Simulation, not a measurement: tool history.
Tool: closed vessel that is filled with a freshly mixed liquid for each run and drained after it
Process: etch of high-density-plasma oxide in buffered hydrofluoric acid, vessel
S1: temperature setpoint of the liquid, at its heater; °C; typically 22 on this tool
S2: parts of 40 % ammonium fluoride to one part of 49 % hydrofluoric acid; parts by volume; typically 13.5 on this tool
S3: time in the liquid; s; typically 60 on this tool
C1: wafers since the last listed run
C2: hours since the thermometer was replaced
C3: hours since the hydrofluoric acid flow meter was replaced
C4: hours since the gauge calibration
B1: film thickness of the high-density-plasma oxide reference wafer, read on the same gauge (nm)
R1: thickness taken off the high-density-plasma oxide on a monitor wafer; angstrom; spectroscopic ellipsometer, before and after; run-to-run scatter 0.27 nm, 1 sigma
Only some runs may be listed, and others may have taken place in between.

| run | hour | S1 | S2 | S3 | C1 | C2 | C3 | C4 | B1 | R1 |
|---|---|---|---|---|---|---|---|---|---|---|
| 1 | 0 | 22 | 17 | 60 | 0 | 470.4 | 1295.9 | 989.3 | 30.06 | 383.9 |
| 2 | 138.7 | 22 | 17 | 60 | 18206 | 609.1 | 1434.6 | 1128 | 30 | 383.8 |
| 3 | 251.8 | 22 | 17 | 60 | 14846 | 722.2 | 1547.7 | 1241.1 | 30 | 382.5 |
| 4 | 288 | 22 | 13.5 | 60 | 4751 | 758.4 | 1583.9 | 1277.3 | 30.04 | 476.3 |
| 5 | 393.8 | 22 | 13.5 | 60 | 13888 | 864.2 | 1689.7 | 1383.1 | 29.98 | 478.9 |
| 6 | 431.3 | 22 | 13.5 | 60 | 4922 | 901.7 | 1727.2 | 1420.6 | 30.04 | 474 |
| 7 | 478.7 | 22 | 13.5 | 60 | 6222 | 949.1 | 1774.6 | 1468 | 29.98 | 472.5 |
|  | 488.6 | hydrofluoric acid flow meter replaced |
| 8 | 584 | 22 | 13.5 | 60 | 13691 | 1054.4 | 95.4 | 1573.3 | 30.01 | 494.5 |
|  | 588.2 | gauge calibrated |
| 9 | 665.2 | 22 | 13.5 | 60 | 10658 | 1135.6 | 176.6 | 77 | 29.97 | 495.3 |
| 10 | 758.8 | 22 | 13.5 | 60 | 12286 | 1229.2 | 270.2 | 170.6 | 30 | 496.5 |
| 11 | 798.4 | 22 | 16.5 | 60 | 5198 | 1268.8 | 309.8 | 210.2 | 30.01 | 403.1 |
| 12 | 839.3 | 19 | 15 | 70 | 5368 | 1309.7 | 350.7 | 251.1 | 30.02 | 440.9 |
|  | 841.4 | thermometer replaced |
| 13 | 933.4 | 22 | 13.5 | 60 | 12220 | 92 | 444.8 | 345.2 | 30.02 | 490.1 |
| 14 | 1028.2 | 22 | 19 | 60 | 12444 | 186.8 | 539.6 | 440 | 29.99 | 353.2 |
| 15 | 1337.7 | 22 | 9.5 | 60 | 40627 | 496.3 | 849.1 | 749.5 | 30.01 | 680.2 |
| 16 | 1429.3 | 19 | 13.5 | 60 | 12024 | 587.9 | 940.7 | 841.1 | 30 | 408.7 |
| 17 | 1473.9 | 25.5 | 8 | 30 | 5854 | 632.5 | 985.3 | 885.7 | 29.96 | 474.7 |
| 18 | 1527.1 | 22 | 13.5 | 60 | 6983 | 685.7 | 1038.5 | 938.9 | 30.01 | 480.8 |

Consider 4 possible next runs. They are alternatives, not a sequence: every one starts from the tool as it was left by run 18. What does each give?
| A | 1527.8 | 22 | 13.5 | 95 | 91 | 686.4 | 1039.2 | 939.6 | ? | ? |
| B | 1527.8 | 22 | 13.5 | 30 | 91 | 686.4 | 1039.2 | 939.6 | ? | ? |
| C | 1527.8 | 23.5 | 10.5 | 30 | 91 | 686.4 | 1039.2 | 939.6 | ? | ? |
| D | 1527.8 | 26.5 | 18 | 30 | 91 | 686.4 | 1039.2 | 939.6 | ? | ? |

| run | B1 | R1 |
|---|---|---|
| A | 29.99 | 766.6 |
| B | 29.99 | 242.1 |
| C | 29.99 | 336.2 |
| D | 29.99 | 233.2 |
Stripped of hidden state, with their random variation kept, the same runs would have yielded:
| run | R1 |
|---|---|
| A | 806.8 |
| B | 254.8 |
| C | 353.8 |
| D | 245.5 |

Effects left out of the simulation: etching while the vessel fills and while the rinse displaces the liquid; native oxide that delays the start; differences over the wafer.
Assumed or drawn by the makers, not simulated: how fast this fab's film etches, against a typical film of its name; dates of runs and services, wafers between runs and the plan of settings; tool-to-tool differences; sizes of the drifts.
